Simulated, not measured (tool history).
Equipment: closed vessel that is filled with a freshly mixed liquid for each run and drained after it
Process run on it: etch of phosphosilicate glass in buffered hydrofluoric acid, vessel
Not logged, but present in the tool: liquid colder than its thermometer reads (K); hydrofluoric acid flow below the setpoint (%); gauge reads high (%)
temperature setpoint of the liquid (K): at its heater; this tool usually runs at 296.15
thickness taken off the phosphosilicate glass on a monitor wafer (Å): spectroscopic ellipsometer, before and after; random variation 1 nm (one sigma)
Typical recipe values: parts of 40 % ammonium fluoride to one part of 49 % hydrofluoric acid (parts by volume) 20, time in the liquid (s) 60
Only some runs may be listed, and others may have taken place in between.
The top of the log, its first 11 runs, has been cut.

run	day	temperature setpoint of the liquid (K)	parts of 40 % ammonium fluoride to one part of 49 % hydrofluoric acid (parts by volume)	time in the liquid (s)	wafers since the last listed run	hours since the thermometer was replaced	hours since the hydrofluoric acid flow meter was replaced	hours since the gauge calibration	read-back film thickness of the phosphosilicate glass reference wafer, read on the same gauge (nm)	thickness taken off the phosphosilicate glass on a monitor wafer (Å)
12	7.983	296.15	20	60	660	2889.7	422.7	498.8	50	1591.8
13	8.508	296.15	20	60	1341	2902.3	435.3	511.4	50	1577
14	8.942	296.15	20	60	1107	2912.7	445.7	521.8	49.97	1583
15	9.404	296.15	20	60	1182	2923.8	456.8	532.9	50.01	1568.2
16	10.05	296.15	20	60	1650	2939.3	472.3	548.4	50	1578.9
17	10.379	293.65	20	60	841	2947.2	480.2	556.3	50.04	1361.4
# day 10.738: thermometer replaced
18	10.804	296.15	20	60	979	1.6	490.4	566.5	49.99	1832.6
# day 10.892: gauge calibrated
19	11.446	299.65	16	60	1640	17	505.8	13.3	49.97	2737.5
20	11.979	296.15	20	60	1363	29.8	518.6	26.1	50.04	1823.7
21	12.675	296.15	20	60	1778	46.5	535.3	42.8	50.03	1821.2
22	13.125	294.15	27	60	1150	57.3	546.1	53.6	49.98	1333.1
23	13.379	292.15	23	80	649	63.4	552.2	59.7	49.98	1759.3
24	13.958	296.15	14.5	30	1480	77.3	566.1	73.6	49.97	1248.2
# day 14.167: hydrofluoric acid flow meter replaced
25	14.679	294.15	20	60	1735	94.6	12.3	90.9	50.03	1630.1
26	15.175	296.15	20	60	1267	106.5	24.2	102.8	49.99	1815.5
27	15.575	296.15	20	60	1022	116.1	33.8	112.4	49.97	1808.4
28	15.85	297.65	20	60	702	122.7	40.4	119	50.01	1963.9
29	16.3	294.65	20	60	1150	133.5	51.2	129.8	50.02	1680.7
30	17	301.15	14	85	1789	150.3	68	146.6	50.01	4786.9
31	17.696	297.65	20	70	1778	167	84.7	163.3	50.01	2279.1
32	18.296	299.15	26	60	1533	181.4	99.1	177.7	49.95	1787.3
33	19.029	296.15	20	60	1874	199	116.7	195.3	50.01	1803.4

Alternative continuations, all from the tool just after run 33; predict every row:
A	19.058	296.15	25.5	60	74	199.7	117.4	196	?	?
B	19.058	293.15	12	60	74	199.7	117.4	196	?	?
C	19.058	291.65	20	85	74	199.7	117.4	196	?	?

run	read-back film thickness of the phosphosilicate glass reference wafer, read on the same gauge (nm)	thickness taken off the phosphosilicate glass on a monitor wafer (Å)
A	50.01	1525.6
B	50.01	2522.4
C	50.01	1985.5
Take away the tool's hidden state, keep each run's random variation, and the runs would have read:
run	thickness taken off the phosphosilicate glass on a monitor wafer (Å)
A	1563.2
B	2585.5
C	2035.8

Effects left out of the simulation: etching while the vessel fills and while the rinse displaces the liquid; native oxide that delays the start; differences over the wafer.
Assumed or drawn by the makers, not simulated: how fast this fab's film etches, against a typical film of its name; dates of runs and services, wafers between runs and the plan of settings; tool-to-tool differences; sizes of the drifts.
